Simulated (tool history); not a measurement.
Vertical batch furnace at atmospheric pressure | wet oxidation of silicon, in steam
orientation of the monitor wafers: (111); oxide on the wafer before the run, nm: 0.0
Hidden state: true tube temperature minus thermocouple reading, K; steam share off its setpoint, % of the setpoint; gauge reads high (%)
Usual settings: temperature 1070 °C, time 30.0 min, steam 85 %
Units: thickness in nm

run,hour,temperature,time,steam,wafers since the last listed run,hours since the last temperature calibration,hours since the steam generator was serviced,hours since the gauge calibration,"read-back reference wafer on the same gauge, thickness",thickness
1,0.0,1051,30.0,85,0,4203.9,3449.9,630.2,342.83,356.94
2,26.0,1051,30.0,85,503,4229.9,3475.9,656.2,342.96,357.39
3,74.7,1051,30.0,85,943,4278.6,3524.6,704.9,342.89,357.15
4,97.2,1070,30.0,82,435,4301.1,3547.1,727.4,343.02,382.86
5,174.3,1070,30.0,82,1493,4378.2,3624.2,804.5,343.01,382.62
6,192.8,1064,30.0,78,358,4396.7,3642.7,823.0,343.02,360.28
7,206.1,1070,30.0,85,257,4410.0,3656.0,836.3,342.82,389.99
8,224.7,1070,30.0,85,360,4428.6,3674.6,854.9,343.07,390.17
9,252.5,1070,30.0,85,538,4456.4,3702.4,882.7,342.83,389.29
10,264.6,1070,30.0,85,234,4468.5,3714.5,894.8,342.96,388.87
11,291.2,1070,30.0,85,515,4495.1,3741.1,921.4,342.79,389.44
12,317.0,1070,25.0,85,499,4520.9,3766.9,947.2,343.02,350.53
13,352.0,1070,25.0,85,678,4555.9,3801.9,982.2,342.91,351.00
14,376.0,1070,38.5,85,465,4579.9,3825.9,1006.2,342.87,450.43
# hour 401.2: thermocouples replaced and temperature profile calibrated
15,406.3,1070,30.0,85,122,5.1,3856.2,1036.5,342.97,389.09
# hour 418.9: gauge calibrated
16,440.7,1070,30.0,85,666,39.5,3890.6,21.8,343.01,389.49
17,463.1,1070,44.0,85,434,61.9,3913.0,44.2,342.85,483.18
18,489.0,1064,30.0,78,501,87.8,3938.9,70.1,342.97,359.52
19,509.5,1070,20.0,90,397,108.3,3959.4,90.6,343.05,316.07
20,525.1,1077,30.0,75,302,123.9,3975.0,106.2,343.00,372.03
# hour 596.3: steam generator serviced
21,596.8,1089,30.0,85,924,195.6,0.5,177.9,342.88,442.37
22,616.8,1070,30.0,85,387,215.6,20.5,197.9,342.86,408.18
23,649.1,1070,30.0,85,625,247.9,52.8,230.2,342.91,408.61
24,682.7,1070,30.0,85,651,281.5,86.4,263.8,343.16,408.65
25,717.0,1070,20.5,80,664,315.8,120.7,298.1,342.97,315.08
26,739.2,1070,30.0,75,430,338.0,142.9,320.3,343.20,379.60
27,756.1,1051,30.0,85,327,354.9,159.8,337.2,343.03,372.27
28,777.3,1093,40.5,85,410,376.1,181.0,358.4,342.94,527.29
29,804.3,1087,30.0,74,523,403.1,208.0,385.4,343.09,404.73
30,827.0,1095,24.0,75,439,425.8,230.7,408.1,343.10,370.18
31,841.4,1053,24.0,81,279,440.2,245.1,422.5,342.97,319.48
32,870.8,1070,30.0,85,569,469.6,274.5,451.9,343.13,407.61
33,891.9,1049,30.0,95,408,490.7,295.6,473.0,342.88,394.25

How the hidden state differs across the entries between the runs, from the last listed run before each to the first after it:
Between runs 14 and 15: thermocouples replaced and temperature profile calibrated (hour 401.2)
  steam share off its setpoint, % of the setpoint: -8.37 -> -8.44
  measured less the result without the state, thickness: -22.90 -> -20.25 nm
Between runs 15 and 16: gauge calibrated (hour 418.9)
  steam share off its setpoint, % of the setpoint: -8.44 -> -8.51
  measured less the result without the state, thickness: -20.25 -> -20.46 nm
Between runs 20 and 21: steam generator serviced (hour 596.3)
  steam share off its setpoint, % of the setpoint: -8.68 -> -0.279
  measured less the result without the state, thickness: -19.91 -> -0.69 nm

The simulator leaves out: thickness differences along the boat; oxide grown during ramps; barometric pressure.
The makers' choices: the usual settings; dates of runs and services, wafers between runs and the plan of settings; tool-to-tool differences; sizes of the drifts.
